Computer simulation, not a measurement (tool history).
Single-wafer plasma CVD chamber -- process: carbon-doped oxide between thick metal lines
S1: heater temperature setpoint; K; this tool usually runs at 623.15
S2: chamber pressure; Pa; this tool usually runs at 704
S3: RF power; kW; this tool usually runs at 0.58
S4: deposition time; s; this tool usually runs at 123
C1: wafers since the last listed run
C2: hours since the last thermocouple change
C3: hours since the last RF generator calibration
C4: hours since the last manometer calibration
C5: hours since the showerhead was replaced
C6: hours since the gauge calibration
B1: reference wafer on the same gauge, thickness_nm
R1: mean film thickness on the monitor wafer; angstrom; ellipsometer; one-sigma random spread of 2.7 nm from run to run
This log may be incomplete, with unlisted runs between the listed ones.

Run 1, hour 0: usual settings; C1 0; C2 756.9; C3 321; C4 849.5; C5 5192; C6 180; B1 612.736. Result: R1 7263.29 angstrom.
Run 2, hour 97.7: usual settings; C1 1162; C2 854.6; C3 418.7; C4 947.2; C5 5289.7; C6 277.7; B1 613.178. Result: R1 7288.78 angstrom.
Run 3, hour 192.1: usual settings; C1 1123; C2 949; C3 513.1; C4 1041.6; C5 5384.1; C6 372.1; B1 613.351. Result: R1 7280.79 angstrom.
Run 4, hour 299.8: usual settings; C1 1281; C2 1056.7; C3 620.8; C4 1149.3; C5 5491.8; C6 479.8; B1 613.091. Result: R1 7224.4 angstrom.
Run 5, hour 380.9: usual settings; C1 965; C2 1137.8; C3 701.9; C4 1230.4; C5 5572.9; C6 560.9; B1 612.546. Result: R1 7228.55 angstrom.
Run 6, hour 488: usual settings; C1 1274; C2 1244.9; C3 809; C4 1337.5; C5 5680; C6 668; B1 612.965. Result: R1 7229.64 angstrom.
Run 7, hour 565.5: usual settings; C1 922; C2 1322.4; C3 886.5; C4 1415; C5 5757.5; C6 745.5; B1 613.248. Result: R1 7258.94 angstrom.
Run 8, hour 611.1: usual settings but S3 0.615 kW; C1 542; C2 1368; C3 932.1; C4 1460.6; C5 5803.1; C6 791.1; B1 613.154. Result: R1 7342.94 angstrom.
At hour 632.9: capacitance manometer re-zeroed and calibrated.
Run 9, hour 674.4: usual settings but S3 0.615 kW; C1 658; C2 1431.3; C3 995.4; C4 41.5; C5 5866.4; C6 854.4; B1 613.362. Result: R1 7366.27 angstrom.
Run 10, hour 779.5: usual settings but S3 0.625 kW, S4 115 s; C1 1250; C2 1536.4; C3 1100.5; C4 146.6; C5 5971.5; C6 959.5; B1 613.157. Result: R1 6913.28 angstrom.
At hour 822.1: RF generator calibrated.
Run 11, hour 862.8: usual settings but S3 0.625 kW, S4 115 s; C1 896; C2 1619.7; C3 40.7; C4 229.9; C5 6054.8; C6 1042.8; B1 613.086. Result: R1 6850.76 angstrom.
At hour 903.5: showerhead replaced.
Run 12, hour 907.1: usual settings but S2 573 Pa, S3 0.68 kW; C1 432; C2 1664; C3 85; C4 274.2; C5 3.6; C6 1087.1; B1 613.154. Result: R1 7192.65 angstrom.
At hour 1053.8: RF generator calibrated, repeated, since the last time left the tool worse.
Run 13, hour 1069.1: usual settings; C1 1832; C2 1826; C3 15.3; C4 436.2; C5 165.6; C6 1249.1; B1 613.342. Result: R1 7352.07 angstrom.
At hour 1132.1: gauge calibrated.
Run 14, hour 1154.9: usual settings; C1 1021; C2 1911.8; C3 101.1; C4 522; C5 251.4; C6 22.8; B1 612.516. Result: R1 7325.46 angstrom.
At hour 1185.7: thermocouple changed; heater temperature recalibrated.
Run 15, hour 1255.6: usual settings; C1 1103; C2 69.9; C3 201.8; C4 622.7; C5 352.1; C6 123.5; B1 613.317. Result: R1 7271.63 angstrom.
Run 16, hour 1293.6: usual settings but S1 619.15 K, S2 796 Pa; C1 452; C2 107.9; C3 239.8; C4 660.7; C5 390.1; C6 161.5; B1 612.191. Result: R1 7517.76 angstrom.
Run 17, hour 1355.5: usual settings but S4 116 s; C1 736; C2 169.8; C3 301.7; C4 722.6; C5 452; C6 223.4; B1 612.522. Result: R1 6870.68 angstrom.
Run 18, hour 1408.6: usual settings but S1 634.15 K, S2 592 Pa, S3 0.515 kW, S4 143 s; C1 631; C2 222.9; C3 354.8; C4 775.7; C5 505.1; C6 276.5; B1 613.418. Result: R1 7693.86 angstrom.
Run 19, hour 1510.7: usual settings but S3 0.655 kW; C1 1215; C2 325; C3 456.9; C4 877.8; C5 607.2; C6 378.6; B1 612.38. Result: R1 7542.82 angstrom.
Run 20, hour 1562.7: usual settings but S1 633.15 K, S2 871 Pa; C1 618; C2 377; C3 508.9; C4 929.8; C5 659.2; C6 430.6; B1 612.62. Result: R1 7334.91 angstrom.
Run 21, hour 1609.2: usual settings but S4 113 s; C1 553; C2 423.5; C3 555.4; C4 976.3; C5 705.7; C6 477.1; B1 612.445. Result: R1 6664.6 angstrom.
Run 22, hour 1689.6: usual settings but S3 0.51 kW; C1 956; C2 503.9; C3 635.8; C4 1056.7; C5 786.1; C6 557.5; B1 613.068. Result: R1 6962.45 angstrom.

Alternative continuations, all from the tool just after run 22; predict every row:
Run A, hour 1690: usual settings; C1 4; C2 504.3; C3 636.2; C4 1057.1; C5 786.5; C6 557.9; B1 ?. Result: R1 ?.
Run B, hour 1690: usual settings but S3 0.465 kW; C1 4; C2 504.3; C3 636.2; C4 1057.1; C5 786.5; C6 557.9; B1 ?. Result: R1 ?.
Run C, hour 1690: usual settings but S1 631.15 K; C1 4; C2 504.3; C3 636.2; C4 1057.1; C5 786.5; C6 557.9; B1 ?. Result: R1 ?.
Run D, hour 1690: usual settings but S1 632.15 K, S2 595 Pa, S3 0.54 kW, S4 140 s; C1 4; C2 504.3; C3 636.2; C4 1057.1; C5 786.5; C6 557.9; B1 ?. Result: R1 ?.

run       B1       R1
  A  613.435  7254.64
  B  613.435  6807.05
  C  613.435  7130.77
  D  613.435   7675.4
Without the tool's unlogged condition, the same runs would have read:
run       R1
  A  7332.59
  B  6882.54
  C  7207.38
  D  7757.86
